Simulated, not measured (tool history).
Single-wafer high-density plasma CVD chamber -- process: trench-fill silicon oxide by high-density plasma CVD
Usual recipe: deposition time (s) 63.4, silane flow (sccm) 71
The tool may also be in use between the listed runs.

| run | hour | deposition time (s) | silane flow (sccm) | read-back reference wafer on the same gauge, thickness_nm | mean film thickness on the monitor wafer (Å) |
|---|---|---|---|---|---|
| 1 | 0.0 | 63.4 | 71 | 446.903 | 4485.03 |
| 2 | 19.9 | 53.3 | 81 | 447.422 | 4280.72 |
| 3 | 40.5 | 53.3 | 81 | 447.080 | 4323.29 |
| 4 | 58.0 | 53.3 | 81 | 447.279 | 4290.75 |
| 5 | 91.2 | 56.9 | 77 | 446.927 | 4358.25 |
| 6 | 106.3 | 70.8 | 71 | 446.914 | 5000.26 |
| 7 | 119.6 | 70.8 | 71 | 446.531 | 5045.48 |
| 8 | 145.0 | 63.4 | 71 | 447.121 | 4500.93 |
| 9 | 167.0 | 63.4 | 71 | 447.235 | 4480.94 |
| 10 | 191.2 | 63.4 | 71 | 447.073 | 4486.91 |
| 11 | 249.2 | 54.8 | 64 | 446.927 | 3522.47 |
| 12 | 269.2 | 54.8 | 64 | 446.941 | 3506.37 |
| 13 | 291.1 | 63.4 | 63 | 446.957 | 4007.58 |
| 14 | 307.7 | 63.4 | 63 | 446.759 | 4025.37 |
| 15 | 335.2 | 63.4 | 71 | 446.872 | 4523.50 |
| 16 | 356.0 | 63.4 | 71 | 446.690 | 4525.07 |
|  | 364.3 | silane flow controller replaced |
| 17 | 371.6 | 63.4 | 71 | 446.957 | 4661.80 |
| 18 | 390.2 | 63.4 | 82 | 446.705 | 5366.43 |
| 19 | 408.5 | 52.3 | 80 | 447.233 | 4345.81 |
| 20 | 435.0 | 58.6 | 61 | 447.291 | 3704.26 |
| 21 | 466.0 | 63.4 | 71 | 446.956 | 4655.53 |
| 22 | 480.1 | 51.1 | 67 | 447.048 | 3546.70 |
| 23 | 500.8 | 51.9 | 63 | 446.669 | 3385.41 |
|  | 514.6 | gauge calibrated |
|  | 521.4 | silane flow controller replaced, repeated, since the last time left the tool worse |
| 24 | 529.4 | 75.2 | 80 | 446.868 | 5756.94 |
| 25 | 549.5 | 74.9 | 65 | 447.057 | 4648.64 |
| 26 | 562.1 | 52.7 | 64 | 447.174 | 3230.86 |
| 27 | 580.6 | 70.1 | 64 | 447.040 | 4315.93 |
| 28 | 596.2 | 70.8 | 71 | 447.089 | 4802.99 |
| 29 | 613.5 | 63.4 | 60 | 447.135 | 3656.71 |
| 30 | 632.7 | 63.4 | 71 | 447.043 | 4319.06 |
| 31 | 653.4 | 63.4 | 65 | 446.994 | 3951.92 |
| 32 | 667.3 | 68.6 | 81 | 447.082 | 5298.93 |
| 33 | 691.6 | 63.4 | 64 | 446.886 | 3892.62 |
| 34 | 704.6 | 63.4 | 71 | 447.141 | 4345.85 |
| 35 | 720.1 | 63.4 | 71 | 446.963 | 4319.56 |

Results per run with the tool's hidden condition removed, run-to-run variation unchanged:
Hidden conditions of the tool in this case: delivered silane flow above the setpoint (%); gauge reads high (%).
| run | mean film thickness on the monitor wafer (Å) |
|---|---|
| 1 | 4341.04 |
| 2 | 4141.12 |
| 3 | 4180.02 |
| 4 | 4146.61 |
| 5 | 4208.09 |
| 6 | 4826.01 |
| 7 | 4867.89 |
| 8 | 4339.48 |
| 9 | 4317.58 |
| 10 | 4320.42 |
| 11 | 3386.22 |
| 12 | 3368.82 |
| 13 | 3847.95 |
| 14 | 3863.17 |
| 15 | 4337.76 |
| 16 | 4336.62 |
| 17 | 4324.96 |
| 18 | 4978.66 |
| 19 | 4031.77 |
| 20 | 3436.53 |
| 21 | 4318.94 |
| 22 | 3290.23 |
| 23 | 3140.52 |
| 24 | 5777.60 |
| 25 | 4665.31 |
| 26 | 3242.43 |
| 27 | 4331.34 |
| 28 | 4820.10 |
| 29 | 3669.67 |
| 30 | 4334.30 |
| 31 | 3965.76 |
| 32 | 5317.37 |
| 33 | 3906.02 |
| 34 | 4360.71 |
| 35 | 4334.20 |
